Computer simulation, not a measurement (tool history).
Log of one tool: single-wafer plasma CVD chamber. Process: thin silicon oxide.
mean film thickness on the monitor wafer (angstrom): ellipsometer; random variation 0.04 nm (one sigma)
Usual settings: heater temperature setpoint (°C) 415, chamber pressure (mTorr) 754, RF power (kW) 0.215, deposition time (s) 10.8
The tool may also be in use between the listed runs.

| run | day | heater temperature setpoint (°C) | chamber pressure (mTorr) | RF power (kW) | deposition time (s) | wafers since the last listed run | hours since the last thermocouple change | hours since the last RF generator calibration | hours since the last manometer calibration | hours since the showerhead was replaced | hours since the gauge calibration | read-back reference wafer on the same gauge, thickness_nm | mean film thickness on the monitor wafer (angstrom) |
|---|---|---|---|---|---|---|---|---|---|---|---|---|---|
| 1 | 0 | 415 | 754 | 0.215 | 10.8 | 0 | 2485.4 | 1253.2 | 821.8 | 7558.1 | 225 | 15.406 | 160.57 |
| 2 | 0.638 | 411 | 754 | 0.215 | 10.8 | 315 | 2500.7 | 1268.5 | 837.1 | 7573.4 | 240.3 | 15.418 | 160.45 |
| 3 | 1.117 | 411 | 754 | 0.215 | 10.8 | 237 | 2512.2 | 1280 | 848.6 | 7584.9 | 251.8 | 15.413 | 160.85 |
| 4 | 1.867 | 426 | 754 | 0.215 | 10.8 | 371 | 2530.2 | 1298 | 866.6 | 7602.9 | 269.8 | 15.394 | 158.71 |
| 5 | 2.446 | 415 | 754 | 0.215 | 10.8 | 286 | 2544.1 | 1311.9 | 880.5 | 7616.8 | 283.7 | 15.395 | 160.46 |
| 6 | 2.7 | 415 | 754 | 0.215 | 10.8 | 125 | 2550.2 | 1318 | 886.6 | 7622.9 | 289.8 | 15.411 | 160.16 |
| 7 | 3.154 | 415 | 754 | 0.215 | 10.8 | 224 | 2561.1 | 1328.9 | 897.5 | 7633.8 | 300.7 | 15.405 | 159.04 |
| 8 | 3.725 | 415 | 754 | 0.215 | 10.8 | 282 | 2574.8 | 1342.6 | 911.2 | 7647.5 | 314.4 | 15.404 | 159.97 |
| 9 | 4.375 | 415 | 754 | 0.215 | 10.8 | 321 | 2590.4 | 1358.2 | 926.8 | 7663.1 | 330 | 15.381 | 159.04 |
| 10 | 4.804 | 415 | 754 | 0.215 | 10.8 | 212 | 2600.7 | 1368.5 | 937.1 | 7673.4 | 340.3 | 15.406 | 158.99 |
| 11 | 5.421 | 415 | 754 | 0.215 | 10.8 | 305 | 2615.5 | 1383.3 | 951.9 | 7688.2 | 355.1 | 15.392 | 159.19 |
| 12 | 5.75 | 415 | 754 | 0.215 | 10.8 | 162 | 2623.4 | 1391.2 | 959.8 | 7696.1 | 363 | 15.4 | 158.91 |
| 13 | 6.342 | 415 | 754 | 0.225 | 11.5 | 292 | 2637.6 | 1405.4 | 974 | 7710.3 | 377.2 | 15.408 | 173.87 |
| 14 | 6.762 | 415 | 754 | 0.215 | 10.8 | 208 | 2647.7 | 1415.5 | 984.1 | 7720.4 | 387.3 | 15.396 | 158.36 |
| 15 | 7.154 | 415 | 754 | 0.215 | 10.8 | 193 | 2657.1 | 1424.9 | 993.5 | 7729.8 | 396.7 | 15.396 | 158.88 |
|  | 8.479 | capacitance manometer re-zeroed and calibrated |
|  | 8.8 | showerhead replaced |
|  | 8.917 | thermocouple changed; heater temperature recalibrated |
| 16 | 8.938 | 422 | 622 | 0.195 | 10.8 | 500 | 0.5 | 1467.7 | 11 | 3.3 | 439.5 | 15.417 | 140.22 |
| 17 | 8.95 | 411 | 754 | 0.205 | 11.3 | 6 | 0.8 | 1468 | 11.3 | 3.6 | 439.8 | 15.411 | 169.34 |
| 18 | 9.238 | 415 | 754 | 0.215 | 10.8 | 142 | 7.7 | 1474.9 | 18.2 | 10.5 | 446.7 | 15.394 | 165.51 |
| 19 | 9.917 | 415 | 754 | 0.215 | 10.8 | 335 | 24 | 1491.2 | 34.5 | 26.8 | 463 | 15.399 | 165.69 |
| 20 | 10.429 | 415 | 754 | 0.215 | 10.8 | 253 | 36.3 | 1503.5 | 46.8 | 39.1 | 475.3 | 15.397 | 164.43 |
|  | 10.917 | RF generator calibrated |
| 21 | 10.938 | 426 | 699 | 0.185 | 10.8 | 86 | 48.5 | 0.5 | 59 | 51.3 | 487.5 | 15.395 | 151.55 |
| 22 | 11.062 | 415 | 625 | 0.2 | 11.7 | 61 | 51.5 | 3.5 | 62 | 54.3 | 490.5 | 15.399 | 162.19 |
|  | 11.088 | gauge calibrated |
| 23 | 11.612 | 428 | 754 | 0.185 | 11.9 | 272 | 64.7 | 16.7 | 75.2 | 67.5 | 12.6 | 15.401 | 173.11 |
| 24 | 12.112 | 415 | 754 | 0.215 | 10.8 | 247 | 76.7 | 28.7 | 87.2 | 79.5 | 24.6 | 15.394 | 171.94 |
| 25 | 12.542 | 425 | 880 | 0.255 | 11.8 | 212 | 87 | 39 | 97.5 | 89.8 | 34.9 | 15.4 | 220.71 |
| 26 | 13.025 | 415 | 937 | 0.185 | 12 | 239 | 98.6 | 50.6 | 109.1 | 101.4 | 46.5 | 15.401 | 198.28 |
| 27 | 13.6 | 415 | 614 | 0.195 | 10.8 | 284 | 112.4 | 64.4 | 122.9 | 115.2 | 60.3 | 15.39 | 145.45 |
| 28 | 13.867 | 415 | 843 | 0.215 | 10.8 | 131 | 118.8 | 70.8 | 129.3 | 121.6 | 66.7 | 15.39 | 183.17 |
| 29 | 14.358 | 415 | 912 | 0.215 | 9.8 | 243 | 130.6 | 82.6 | 141.1 | 133.4 | 78.5 | 15.394 | 172.68 |

4 ways to go on from here, each from the tool as it stands after run 29. What would each give?
| A | 14.375 | 415 | 606 | 0.215 | 10.8 | 8 | 131 | 83 | 141.5 | 133.8 | 78.9 | ? | ? |
| B | 14.375 | 415 | 754 | 0.19 | 10.8 | 8 | 131 | 83 | 141.5 | 133.8 | 78.9 | ? | ? |
| C | 14.375 | 407 | 680 | 0.215 | 10.8 | 8 | 131 | 83 | 141.5 | 133.8 | 78.9 | ? | ? |
| D | 14.375 | 415 | 754 | 0.215 | 11.9 | 8 | 131 | 83 | 141.5 | 133.8 | 78.9 | ? | ? |

| run | read-back reference wafer on the same gauge, thickness_nm | mean film thickness on the monitor wafer (angstrom) |
|---|---|---|
| A | 15.414 | 152.25 |
| B | 15.414 | 161.51 |
| C | 15.414 | 163.34 |
| D | 15.414 | 189.84 |
Without the tool's hidden state the same runs would have given:
| run | mean film thickness on the monitor wafer (angstrom) |
|---|---|
| A | 154.16 |
| B | 163.48 |
| C | 165.34 |
| D | 192.08 |

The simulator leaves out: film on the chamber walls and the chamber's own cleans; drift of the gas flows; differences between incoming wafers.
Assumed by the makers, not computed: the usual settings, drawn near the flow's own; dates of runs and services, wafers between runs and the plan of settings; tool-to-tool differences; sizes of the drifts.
